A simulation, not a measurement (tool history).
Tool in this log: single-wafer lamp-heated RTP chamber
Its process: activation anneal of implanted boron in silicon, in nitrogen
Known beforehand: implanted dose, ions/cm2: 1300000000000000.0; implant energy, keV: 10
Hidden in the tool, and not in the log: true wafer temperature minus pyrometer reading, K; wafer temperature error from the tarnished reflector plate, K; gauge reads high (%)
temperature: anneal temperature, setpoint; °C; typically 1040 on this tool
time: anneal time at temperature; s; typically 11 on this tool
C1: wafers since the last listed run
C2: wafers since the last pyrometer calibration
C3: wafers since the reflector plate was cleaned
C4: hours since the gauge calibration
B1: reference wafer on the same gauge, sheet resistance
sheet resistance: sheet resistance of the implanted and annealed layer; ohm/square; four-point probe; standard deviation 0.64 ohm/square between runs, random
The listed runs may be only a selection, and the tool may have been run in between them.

{"run": 1, "hour": 0.0, "temperature": 1057, "time": 7, "C1": 0, "C2": 4987, "C3": 885, "C4": 121.9, "B1": 130.16, "sheet resistance": 106.39}
{"run": 2, "hour": 17.8, "temperature": 1057, "time": 7, "C1": 214, "C2": 5201, "C3": 1099, "C4": 139.7, "B1": 129.8, "sheet resistance": 107.21}
{"run": 3, "hour": 26.4, "temperature": 1057, "time": 7, "C1": 103, "C2": 5305, "C3": 1203, "C4": 148.3, "B1": 130.01, "sheet resistance": 107.51}
{"run": 4, "hour": 34.9, "temperature": 1040, "time": 11, "C1": 102, "C2": 5407, "C3": 1305, "C4": 156.8, "B1": 130.21, "sheet resistance": 109.65}
{"run": 5, "hour": 47.0, "temperature": 1030, "time": 11, "C1": 145, "C2": 5553, "C3": 1451, "C4": 168.9, "B1": 129.87, "sheet resistance": 111.38}
{"run": 6, "hour": 63.7, "temperature": 1030, "time": 11, "C1": 200, "C2": 5754, "C3": 1651, "C4": 185.6, "B1": 130.06, "sheet resistance": 111.49}
{"run": 7, "hour": 78.5, "temperature": 1030, "time": 11, "C1": 178, "C2": 5932, "C3": 1830, "C4": 200.4, "B1": 129.91, "sheet resistance": 111.91}
{"run": 8, "hour": 88.6, "temperature": 1040, "time": 11, "C1": 121, "C2": 6053, "C3": 1951, "C4": 210.5, "B1": 129.7, "sheet resistance": 107.75}
{"run": 9, "hour": 97.6, "temperature": 1040, "time": 7, "C1": 108, "C2": 6162, "C3": 2059, "C4": 219.5, "B1": 130.17, "sheet resistance": 111.78}
{"run": 10, "hour": 112.1, "temperature": 1040, "time": 7, "C1": 174, "C2": 6336, "C3": 2234, "C4": 234, "B1": 130.06, "sheet resistance": 112.07}
{"run": 11, "hour": 129.3, "temperature": 1040, "time": 14, "C1": 206, "C2": 6543, "C3": 2441, "C4": 251.2, "B1": 130.04, "sheet resistance": 108.09}
{"hour": 129.6, "done": "gauge calibrated"}
{"run": 12, "hour": 136.3, "temperature": 1040, "time": 14, "C1": 84, "C2": 6627, "C3": 2525, "C4": 6.7, "B1": 130.17, "sheet resistance": 105.84}
{"run": 13, "hour": 147.4, "temperature": 1063, "time": 11, "C1": 133, "C2": 6761, "C3": 2659, "C4": 17.8, "B1": 130.03, "sheet resistance": 102.29}
{"run": 14, "hour": 158.2, "temperature": 1013, "time": 8, "C1": 129, "C2": 6891, "C3": 2788, "C4": 28.6, "B1": 130.18, "sheet resistance": 119.67}
{"run": 15, "hour": 172.8, "temperature": 1030, "time": 11, "C1": 175, "C2": 7066, "C3": 2964, "C4": 43.2, "B1": 129.96, "sheet resistance": 111.42}
{"run": 16, "hour": 189.2, "temperature": 1040, "time": 15, "C1": 197, "C2": 7264, "C3": 3161, "C4": 59.6, "B1": 129.89, "sheet resistance": 105.96}
{"hour": 200.3, "done": "pyrometer window cleaned and pyrometer calibrated"}
{"run": 17, "hour": 200.8, "temperature": 1040, "time": 11, "C1": 43, "C2": 5, "C3": 3205, "C4": 71.2, "B1": 130.15, "sheet resistance": 110.37}
{"run": 18, "hour": 213.6, "temperature": 1040, "time": 11, "C1": 154, "C2": 159, "C3": 3359, "C4": 84, "B1": 130.17, "sheet resistance": 108.37}
{"hour": 222.7, "done": "reflector plate cleaned"}
{"run": 19, "hour": 224.2, "temperature": 1040, "time": 16, "C1": 31, "C2": 191, "C3": 18, "C4": 94.6, "B1": 130.06, "sheet resistance": 106.3}
{"run": 20, "hour": 236.1, "temperature": 1040, "time": 11, "C1": 143, "C2": 334, "C3": 161, "C4": 106.5, "B1": 130.09, "sheet resistance": 109.04}
{"run": 21, "hour": 251.0, "temperature": 1040, "time": 11, "C1": 179, "C2": 513, "C3": 340, "C4": 121.4, "B1": 130.11, "sheet resistance": 108.43}
{"run": 22, "hour": 291.4, "temperature": 1030, "time": 14, "C1": 486, "C2": 999, "C3": 826, "C4": 161.8, "B1": 130.14, "sheet resistance": 111.61}
{"run": 23, "hour": 300.5, "temperature": 1040, "time": 8, "C1": 109, "C2": 1109, "C3": 936, "C4": 170.9, "B1": 129.99, "sheet resistance": 110.56}
{"run": 24, "hour": 318.4, "temperature": 1059, "time": 11, "C1": 215, "C2": 1324, "C3": 1151, "C4": 188.8, "B1": 129.95, "sheet resistance": 103.01}
{"run": 25, "hour": 325.0, "temperature": 1040, "time": 6, "C1": 79, "C2": 1403, "C3": 1231, "C4": 195.4, "B1": 129.87, "sheet resistance": 111.3}
{"run": 26, "hour": 336.6, "temperature": 1068, "time": 7, "C1": 139, "C2": 1543, "C3": 1370, "C4": 207, "B1": 129.95, "sheet resistance": 104.13}

4 ways to go on from here, each from the tool as it stands after run 26. What would each give?
{"run": "A", "hour": 337.0, "temperature": 1054, "time": 11, "C1": 4, "C2": 1548, "C3": 1375, "C4": 207.4, "B1": "?", "sheet resistance": "?"}
{"run": "B", "hour": 337.0, "temperature": 1050, "time": 18, "C1": 4, "C2": 1548, "C3": 1375, "C4": 207.4, "B1": "?", "sheet resistance": "?"}
{"run": "C", "hour": 337.0, "temperature": 1070, "time": 11, "C1": 4, "C2": 1548, "C3": 1375, "C4": 207.4, "B1": "?", "sheet resistance": "?"}
{"run": "D", "hour": 337.0, "temperature": 1061, "time": 11, "C1": 4, "C2": 1548, "C3": 1375, "C4": 207.4, "B1": "?", "sheet resistance": "?"}

run=A B1=129.96 sheet_resistance=105.95
run=B B1=129.96 sheet_resistance=103.82
run=C B1=129.96 sheet_resistance=102.31
run=D B1=129.96 sheet_resistance=104.28
With no hidden state in the tool, these same runs would have given:
run=A sheet_resistance=105.95
run=B sheet_resistance=103.82
run=C sheet_resistance=102.31
run=D sheet_resistance=104.28
